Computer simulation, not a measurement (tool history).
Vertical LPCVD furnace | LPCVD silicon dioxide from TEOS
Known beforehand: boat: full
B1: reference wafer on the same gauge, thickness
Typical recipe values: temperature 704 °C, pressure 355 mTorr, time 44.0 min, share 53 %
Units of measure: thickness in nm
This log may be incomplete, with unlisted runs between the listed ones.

run 1 hour=0.0 | temperature=704 pressure=355 time=53.5 share=53 | B1=326.59 | thickness=392.29
run 2 hour=55.9 | temperature=704 pressure=355 time=53.5 share=53 | B1=327.43 | thickness=391.66
-- hour=75.2 gauge calibrated
run 3 hour=81.1 | temperature=704 pressure=355 time=53.5 share=53 | B1=327.62 | thickness=389.66
run 4 hour=121.8 | temperature=704 pressure=355 time=44.0 share=53 | B1=326.96 | thickness=323.41
run 5 hour=150.5 | temperature=704 pressure=355 time=44.0 share=53 | B1=327.33 | thickness=325.19
run 6 hour=180.5 | temperature=704 pressure=355 time=44.0 share=53 | B1=327.57 | thickness=325.63
run 7 hour=221.6 | temperature=694 pressure=330 time=44.0 share=53 | B1=327.67 | thickness=249.32
run 8 hour=247.8 | temperature=704 pressure=440 time=44.0 share=45 | B1=327.28 | thickness=333.63
run 9 hour=318.1 | temperature=701 pressure=355 time=50.0 share=62 | B1=326.22 | thickness=373.36
-- hour=382.4 TEOS flow controller replaced
run 10 hour=382.9 | temperature=704 pressure=355 time=34.0 share=48 | B1=327.71 | thickness=239.36
run 11 hour=409.7 | temperature=714 pressure=390 time=44.0 share=53 | B1=326.74 | thickness=428.93
run 12 hour=455.8 | temperature=698 pressure=295 time=44.0 share=53 | B1=327.76 | thickness=257.27
run 13 hour=513.4 | temperature=707 pressure=355 time=44.0 share=53 | B1=326.77 | thickness=347.33
run 14 hour=573.7 | temperature=704 pressure=305 time=44.0 share=53 | B1=326.43 | thickness=300.78
run 15 hour=634.1 | temperature=704 pressure=355 time=49.0 share=59 | B1=326.96 | thickness=380.22
run 16 hour=680.2 | temperature=704 pressure=355 time=52.5 share=63 | B1=327.51 | thickness=421.07
run 17 hour=743.5 | temperature=704 pressure=355 time=44.0 share=53 | B1=326.94 | thickness=324.61
run 18 hour=769.2 | temperature=704 pressure=355 time=44.0 share=53 | B1=327.29 | thickness=324.33

Expected results for the next run?
run 19 hour=803.4 | temperature=707 pressure=355 time=44.0 share=53 | B1=? | thickness=?

Run 19 gave B1 326.46, thickness 347.17 nm.
On a tool with no hidden condition, and with the same random variation, this run would have come out at thickness 347.17 nm.
